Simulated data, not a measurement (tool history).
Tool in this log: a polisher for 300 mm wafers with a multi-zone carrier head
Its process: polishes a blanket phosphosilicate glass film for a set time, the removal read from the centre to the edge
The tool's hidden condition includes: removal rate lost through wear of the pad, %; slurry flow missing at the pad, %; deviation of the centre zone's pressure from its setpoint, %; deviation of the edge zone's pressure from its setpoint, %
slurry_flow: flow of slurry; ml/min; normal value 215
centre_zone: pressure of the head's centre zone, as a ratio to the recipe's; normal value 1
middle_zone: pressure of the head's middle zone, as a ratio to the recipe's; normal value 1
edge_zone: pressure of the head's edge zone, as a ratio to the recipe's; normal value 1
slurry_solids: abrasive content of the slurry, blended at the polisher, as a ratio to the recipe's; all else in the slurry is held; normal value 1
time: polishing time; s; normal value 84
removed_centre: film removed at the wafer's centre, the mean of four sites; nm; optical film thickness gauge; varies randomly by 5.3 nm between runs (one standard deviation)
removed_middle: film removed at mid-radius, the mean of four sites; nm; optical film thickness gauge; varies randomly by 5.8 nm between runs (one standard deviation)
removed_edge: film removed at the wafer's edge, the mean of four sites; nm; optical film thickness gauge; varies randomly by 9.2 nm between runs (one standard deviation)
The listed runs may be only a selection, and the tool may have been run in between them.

run,hour,slurry_flow,centre_zone,middle_zone,edge_zone,slurry_solids,time,wafers since the last listed run,wafers polished on this pad,hours since the slurry nozzle was cleaned,hours since the centre zone pressure was calibrated,hours since the edge zone pressure was calibrated,hours since the carrier head's membrane was replaced,"incoming thickness of the incoming film, nm",removed_centre,removed_middle,removed_edge
1,0,215,0.92,0.88,1,1,84,0,992,466.5,303,223.1,227.9,2322,582.9,549.3,599.8
2,64.7,215,1,1,1.03,1.1,84,728,1721,531.2,367.7,287.8,292.6,2277,677.3,639.6,654.1
3,122.8,215,0.89,1,0.92,1,84,654,2375,589.3,425.8,345.9,350.7,2348.9,572.6,630.7,595.4
4,175.9,215,1,1,1,1,84,598,2973,642.4,478.9,399,403.8,2299.7,647.9,612,621.9
# hour 209.8: slurry nozzle cleaned
5,274.2,215,1,1,1,1,84,1096,4069,64.4,577.2,497.3,502.1,2312.4,655.7,610.6,615
6,314,280,1.05,1,1,1,84,448,4518,104.2,617,537.1,541.9,2261.5,701.1,643.1,638
7,363.3,215,1,1,1,1,97,555,5073,153.5,666.3,586.4,591.2,2319.3,762.7,716.7,723.8
# hour 395.6: edge zone pressure recalibrated
# hour 484.6: centre zone pressure recalibrated
8,552.7,215,1.09,1,1,1,84,2088,7162,342.9,68.1,157.1,780.6,2306.5,697.2,616.7,610.4
# hour 570.8: worn pad replaced by a new one
9,622.2,215,1,1,1,1,110,737,578,412.4,137.6,226.6,850.1,2304.3,848.1,796.3,840.2
10,724.9,215,1.1,1,1,1,72,1156,1735,515.1,240.3,329.3,952.8,2300.4,611.9,536.2,522.2
11,806.2,215,1,1,1,0.9,84,915,2651,596.4,321.6,410.6,1034.1,2281.5,619.5,593.1,588.1
12,852.7,180,1,0.88,1,1,84,523,3175,642.9,368.1,457.1,1080.6,2332.7,632.4,542.8,617.4
# hour 929.2: slurry nozzle cleaned
# hour 930.6: edge zone pressure recalibrated
13,936.1,215,1.04,0.91,1.05,1,84,912,4088,6.9,451.5,5.5,1164,2331.3,671.8,576.1,635.1
14,985.7,215,1,1.11,1.12,1,84,558,4646,56.5,501.1,55.1,1213.6,2310,658.6,680,658.3
# hour 1022.1: carrier head's membrane replaced by a new one
15,1054.9,155,1,1,1.11,1.2,72,723,5370,125.7,570.3,124.3,32.8,2336.1,575,540.5,572.9
16,1108.9,215,1,0.9,1,1,72,608,5978,179.7,624.3,178.3,86.8,2299.4,574.8,488.8,526.9
# hour 1116.2: worn pad replaced by a new one
17,1175.3,215,1,1,1,1,84,702,665,246.1,690.7,244.7,153.2,2345.5,671.4,620.6,626.1
18,1254.8,160,1.1,1,1,1,99,895,1561,325.6,770.2,324.2,232.7,2325.6,811.2,689.7,725.4
19,1345.8,215,1,1,1,1,109,1025,2586,416.6,861.2,415.2,323.7,2339.7,874.8,802.2,811.3
20,1392,215,0.95,1,1,1,84,520,3106,462.8,907.4,461.4,369.9,2312.8,642.9,620.4,627.3
21,1443.1,215,0.92,1,1,1,84,575,3682,513.9,958.5,512.5,421,2274.2,624.8,622.4,639.6
# hour 1457: centre zone pressure recalibrated
22,1480.9,180,1,0.92,1,1,107,403,4085,551.7,23.9,550.3,458.8,2358.1,763.2,715.1,785

For each run, the measured value with the value that run would have given without the tool's hidden condition subtracted. The run-to-run variation is shared by both, the gauge scatter possibly not:
run,removed_centre
1,+6.8
2,+11.1
3,+11.9
4,+15.8
5,+20.6
6,+23.9
7,+28.8
8,+4.8
9,+10.3
10,+11.9
11,+15.8
12,+18.2
13,+23.2
14,+25.2
15,+24.7
16,+26.9
17,+34.4
18,+45.6
19,+54.9
20,+42.5
21,+43.5
22,-9.2
removed_middle without the hidden state stays within 0.3 nm of what was measured, in all runs.
removed_edge difference: zero, run after run.
